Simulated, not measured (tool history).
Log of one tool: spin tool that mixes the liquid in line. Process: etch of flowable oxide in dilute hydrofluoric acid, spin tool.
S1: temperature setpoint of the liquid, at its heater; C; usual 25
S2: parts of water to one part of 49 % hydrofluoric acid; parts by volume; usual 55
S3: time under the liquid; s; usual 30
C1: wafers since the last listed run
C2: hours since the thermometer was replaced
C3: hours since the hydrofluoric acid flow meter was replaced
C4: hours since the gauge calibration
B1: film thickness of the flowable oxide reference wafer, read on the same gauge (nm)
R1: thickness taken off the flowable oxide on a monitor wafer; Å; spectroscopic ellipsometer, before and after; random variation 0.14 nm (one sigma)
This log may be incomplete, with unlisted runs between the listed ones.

{"run": 1, "hour": 0.0, "S1": 25, "S2": 55, "S3": 30, "C1": 0, "C2": 1940.6, "C3": 514.2, "C4": 332.5, "B1": 39.98, "R1": 290.5}
{"run": 2, "hour": 20.3, "S1": 25, "S2": 55, "S3": 45, "C1": 452, "C2": 1960.9, "C3": 534.5, "C4": 352.8, "B1": 40.01, "R1": 435.4}
{"run": 3, "hour": 44.6, "S1": 25, "S2": 55, "S3": 45, "C1": 541, "C2": 1985.2, "C3": 558.8, "C4": 377.1, "B1": 39.99, "R1": 438.5}
{"run": 4, "hour": 85.3, "S1": 25, "S2": 65, "S3": 30, "C1": 906, "C2": 2025.9, "C3": 599.5, "C4": 417.8, "B1": 39.98, "R1": 241.9}
{"run": 5, "hour": 113.3, "S1": 25, "S2": 65, "S3": 30, "C1": 623, "C2": 2053.9, "C3": 627.5, "C4": 445.8, "B1": 39.97, "R1": 241.3}
{"run": 6, "hour": 207.2, "S1": 25, "S2": 55, "S3": 30, "C1": 2091, "C2": 2147.8, "C3": 721.4, "C4": 539.7, "B1": 39.94, "R1": 289.1}
{"run": 7, "hour": 228.8, "S1": 25, "S2": 55, "S3": 30, "C1": 481, "C2": 2169.4, "C3": 743, "C4": 561.3, "B1": 39.99, "R1": 288.2}
{"run": 8, "hour": 257.1, "S1": 25, "S2": 55, "S3": 20, "C1": 630, "C2": 2197.7, "C3": 771.3, "C4": 589.6, "B1": 40.02, "R1": 191.6}
{"run": 9, "hour": 279.7, "S1": 25, "S2": 55, "S3": 20, "C1": 503, "C2": 2220.3, "C3": 793.9, "C4": 612.2, "B1": 40, "R1": 192.5}
{"run": 10, "hour": 297.5, "S1": 25, "S2": 55, "S3": 30, "C1": 396, "C2": 2238.1, "C3": 811.7, "C4": 630, "B1": 39.97, "R1": 288.3}
{"run": 11, "hour": 317.1, "S1": 25, "S2": 55, "S3": 30, "C1": 436, "C2": 2257.7, "C3": 831.3, "C4": 649.6, "B1": 39.98, "R1": 290.2}
{"run": 12, "hour": 352.4, "S1": 25, "S2": 55, "S3": 30, "C1": 786, "C2": 2293, "C3": 866.6, "C4": 684.9, "B1": 39.97, "R1": 289.4}
{"run": 13, "hour": 377.5, "S1": 25, "S2": 55, "S3": 30, "C1": 559, "C2": 2318.1, "C3": 891.7, "C4": 710, "B1": 40, "R1": 286.3}
{"run": 14, "hour": 391.8, "S1": 25, "S2": 55, "S3": 30, "C1": 318, "C2": 2332.4, "C3": 906, "C4": 724.3, "B1": 40.05, "R1": 289}
{"hour": 408.4, "done": "gauge calibrated"}
{"run": 15, "hour": 408.5, "S1": 25, "S2": 55, "S3": 30, "C1": 371, "C2": 2349.1, "C3": 922.7, "C4": 0.1, "B1": 40.01, "R1": 288.3}
{"run": 16, "hour": 479.9, "S1": 25, "S2": 40, "S3": 30, "C1": 1590, "C2": 2420.5, "C3": 994.1, "C4": 71.5, "B1": 39.99, "R1": 404.6}
{"run": 17, "hour": 506.0, "S1": 25, "S2": 25, "S3": 45, "C1": 581, "C2": 2446.6, "C3": 1020.2, "C4": 97.6, "B1": 40, "R1": 988.9}
{"hour": 508.9, "done": "hydrofluoric acid flow meter replaced"}
{"run": 18, "hour": 531.0, "S1": 22, "S2": 65, "S3": 30, "C1": 534, "C2": 2471.6, "C3": 22.1, "C4": 122.6, "B1": 40.06, "R1": 211.9}
{"run": 19, "hour": 564.8, "S1": 25, "S2": 55, "S3": 15, "C1": 752, "C2": 2505.4, "C3": 55.9, "C4": 156.4, "B1": 40.02, "R1": 142}
{"run": 20, "hour": 597.5, "S1": 25, "S2": 55, "S3": 30, "C1": 728, "C2": 2538.1, "C3": 88.6, "C4": 189.1, "B1": 40, "R1": 284.5}
{"run": 21, "hour": 614.7, "S1": 20, "S2": 55, "S3": 50, "C1": 383, "C2": 2555.3, "C3": 105.8, "C4": 206.3, "B1": 40, "R1": 386.7}
{"hour": 642.6, "done": "thermometer replaced"}
{"run": 22, "hour": 650.6, "S1": 27.5, "S2": 70, "S3": 15, "C1": 777, "C2": 8, "C3": 141.7, "C4": 242.2, "B1": 40, "R1": 130}
{"run": 23, "hour": 667.5, "S1": 25, "S2": 55, "S3": 25, "C1": 376, "C2": 24.9, "C3": 158.6, "C4": 259.1, "B1": 40.01, "R1": 254}
{"run": 24, "hour": 685.8, "S1": 25, "S2": 80, "S3": 30, "C1": 407, "C2": 43.2, "C3": 176.9, "C4": 277.4, "B1": 39.96, "R1": 202.7}
{"run": 25, "hour": 716.2, "S1": 25, "S2": 55, "S3": 30, "C1": 677, "C2": 73.6, "C3": 207.3, "C4": 307.8, "B1": 39.98, "R1": 304.2}
{"run": 26, "hour": 734.7, "S1": 25, "S2": 55, "S3": 15, "C1": 412, "C2": 92.1, "C3": 225.8, "C4": 326.3, "B1": 40, "R1": 151.5}
{"run": 27, "hour": 766.4, "S1": 25, "S2": 55, "S3": 30, "C1": 706, "C2": 123.8, "C3": 257.5, "C4": 358, "B1": 39.99, "R1": 304.8}
{"run": 28, "hour": 781.7, "S1": 25, "S2": 55, "S3": 30, "C1": 340, "C2": 139.1, "C3": 272.8, "C4": 373.3, "B1": 39.99, "R1": 302}
{"run": 29, "hour": 814.9, "S1": 25, "S2": 55, "S3": 30, "C1": 739, "C2": 172.3, "C3": 306, "C4": 406.5, "B1": 39.96, "R1": 303.8}
{"run": 30, "hour": 827.3, "S1": 28, "S2": 75, "S3": 50, "C1": 276, "C2": 184.7, "C3": 318.4, "C4": 418.9, "B1": 39.96, "R1": 406.9}
{"run": 31, "hour": 856.6, "S1": 27, "S2": 75, "S3": 50, "C1": 652, "C2": 214, "C3": 347.7, "C4": 448.2, "B1": 39.96, "R1": 391}
{"run": 32, "hour": 880.8, "S1": 25, "S2": 55, "S3": 30, "C1": 539, "C2": 238.2, "C3": 371.9, "C4": 472.4, "B1": 39.94, "R1": 303.4}
{"run": 33, "hour": 904.7, "S1": 27.5, "S2": 55, "S3": 30, "C1": 532, "C2": 262.1, "C3": 395.8, "C4": 496.3, "B1": 40, "R1": 335.2}
{"run": 34, "hour": 925.6, "S1": 27, "S2": 55, "S3": 30, "C1": 465, "C2": 283, "C3": 416.7, "C4": 517.2, "B1": 40.01, "R1": 327.3}

Some steps in R1 between neighbouring runs. How much of each would the tool show without its hidden state too (settings, what came in, random variation), and how much is left for the hidden state, with any gauge scatter that isn't in both results?
Unlogged tool condition in this case: liquid colder than its thermometer reads (K); hydrofluoric acid flow above the setpoint (%); gauge reads high (%).
Run 16 -> 17: S2 40 -> 25, S3 30 -> 45. R1 +584.3 Å: hidden state -40.8, all else +625.1.
Run 17 -> 18: S1 25 -> 22, S2 25 -> 65, S3 45 -> 30, hydrofluoric acid flow meter replaced. R1 -777 Å: hidden state +53.3, all else -830.3.
Run 21 -> 22: S1 20 -> 27.5, S2 55 -> 70, S3 50 -> 15, thermometer replaced. R1 -256.7 Å: hidden state +27.4, all else -284.1.

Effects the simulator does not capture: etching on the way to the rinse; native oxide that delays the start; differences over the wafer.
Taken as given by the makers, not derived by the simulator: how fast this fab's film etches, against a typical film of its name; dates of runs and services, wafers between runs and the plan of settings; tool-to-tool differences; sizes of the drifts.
